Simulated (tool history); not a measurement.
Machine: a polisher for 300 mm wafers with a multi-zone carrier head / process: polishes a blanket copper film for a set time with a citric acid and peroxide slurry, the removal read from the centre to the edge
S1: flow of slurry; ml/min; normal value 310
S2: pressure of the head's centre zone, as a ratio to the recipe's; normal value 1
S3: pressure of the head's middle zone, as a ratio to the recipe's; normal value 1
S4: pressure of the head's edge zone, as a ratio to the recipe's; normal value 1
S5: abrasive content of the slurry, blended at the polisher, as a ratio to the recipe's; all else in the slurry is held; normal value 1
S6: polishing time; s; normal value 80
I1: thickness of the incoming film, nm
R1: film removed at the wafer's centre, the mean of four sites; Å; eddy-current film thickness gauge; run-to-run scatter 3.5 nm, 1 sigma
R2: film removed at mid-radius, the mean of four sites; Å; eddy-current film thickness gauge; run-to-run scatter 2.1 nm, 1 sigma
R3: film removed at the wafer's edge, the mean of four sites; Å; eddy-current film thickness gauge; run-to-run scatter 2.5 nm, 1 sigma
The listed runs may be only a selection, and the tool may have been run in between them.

Run 1, hour 0: usual settings; I1 1015.5. Result: R1 2872 Å, R2 3218 Å, R3 3301 Å.
Run 2, hour 14.1: usual settings; I1 1022.3. Result: R1 2890 Å, R2 3214 Å, R3 3345 Å.
Run 3, hour 39.5: usual settings but S1 395 ml/min, S4 0.93; I1 1021.3. Result: R1 2901 Å, R2 3237 Å, R3 3243 Å.
Run 4, hour 62.1: usual settings but S1 395 ml/min, S4 0.93; I1 1007.4. Result: R1 2955 Å, R2 3302 Å, R3 3266 Å.
Run 5, hour 78.5: usual settings but S2 0.89, S5 0.9; I1 1003. Result: R1 2532 Å, R2 3121 Å, R3 3210 Å.
At hour 94.3: worn pad replaced by a new one.
Run 6, hour 94.8: usual settings but S1 365 ml/min, S2 0.97, S4 0.95, S5 0.7; I1 1021.6. Result: R1 2576 Å, R2 2979 Å, R3 3026 Å.
At hour 103.8: centre zone pressure recalibrated.
Run 7, hour 116.3: usual settings but S1 395 ml/min, S3 1.08, S5 0.85; I1 1021.3. Result: R1 3118 Å, R2 3355 Å, R3 3223 Å.
Run 8, hour 151.4: usual settings but S1 340 ml/min, S2 0.88, S3 0.95, S5 0.8; I1 1023.6. Result: R1 2651 Å, R2 2916 Å, R3 3158 Å.
Run 9, hour 183.2: usual settings but S3 1.08, S4 0.95; I1 1029.8. Result: R1 3110 Å, R2 3381 Å, R3 3240 Å.
Run 10, hour 200.2: usual settings but S2 1.11, S3 1.06, S4 0.9, S6 62 s; I1 1026.4. Result: R1 2675 Å, R2 2579 Å, R3 2446 Å.
Run 11, hour 232.8: usual settings but S1 270 ml/min, S3 0.89, S4 1.09, S5 0.9; I1 1017.3. Result: R1 2981 Å, R2 2761 Å, R3 3340 Å.
Run 12, hour 268.7: usual settings but S1 380 ml/min, S4 1.03, S5 0.8, S6 95 s; I1 1018.9. Result: R1 3593 Å, R2 3643 Å, R3 3873 Å.
Run 13, hour 292.6: usual settings; I1 1005.1. Result: R1 3091 Å, R2 3194 Å, R3 3302 Å.
At hour 317.6: worn pad replaced by a new one.
Run 14, hour 318.1: usual settings but S5 1.1; I1 1017. Result: R1 3216 Å, R2 3234 Å, R3 3361 Å.
At hour 325.5: slurry nozzle cleaned.
Run 15, hour 334: usual settings but S1 400 ml/min, S3 0.93, S5 1.2; I1 1025.8. Result: R1 3407 Å, R2 3179 Å, R3 3518 Å.
At hour 338.7: edge zone pressure recalibrated.
Run 16, hour 369.9: usual settings but S2 1.12; I1 1030.4. Result: R1 3427 Å, R2 3157 Å, R3 3280 Å.
Run 17, hour 394: usual settings but S6 55 s; I1 1016.5. Result: R1 2105 Å, R2 2215 Å, R3 2242 Å.
Run 18, hour 410.9: usual settings; I1 1023.9. Result: R1 3108 Å, R2 3167 Å, R3 3260 Å.
Run 19, hour 446.6: usual settings but S3 0.9; I1 1022.5. Result: R1 3008 Å, R2 2952 Å, R3 3275 Å.
Run 20, hour 477.9: usual settings but S2 0.95, S3 0.89; I1 1015.6. Result: R1 2903 Å, R2 2911 Å, R3 3344 Å.
At hour 507.3: worn pad replaced by a new one.
Run 21, hour 521.7: usual settings; I1 1032. Result: R1 3020 Å, R2 3206 Å, R3 3325 Å.
Run 22, hour 544.9: usual settings but S2 0.92, S6 88 s; I1 1017.3. Result: R1 3035 Å, R2 3515 Å, R3 3588 Å.

Below are 3 alternative next runs, each starting from the tool's condition after run 22. Predict each:
Run A, hour 545.4: usual settings but S2 0.94; I1 1026.2. Result: R1 ?, R2 ?, R3 ?.
Run B, hour 545.4: usual settings but S2 0.96, S3 0.93, S4 0.97, S5 0.75; I1 1026.2. Result: R1 ?, R2 ?, R3 ?.
Run C, hour 545.4: usual settings but S4 0.94; I1 1026.2. Result: R1 ?, R2 ?, R3 ?.

run    R1    R2    R3
  A  2833  3168  3259
  B  2700  2781  3000
  C  3016  3167  3164
Stripped of hidden state, with their random variation kept, the same runs would have yielded:
run    R1    R2    R3
  A  2999  3167  3259
  B  2857  2780  3000
  C  3192  3166  3164
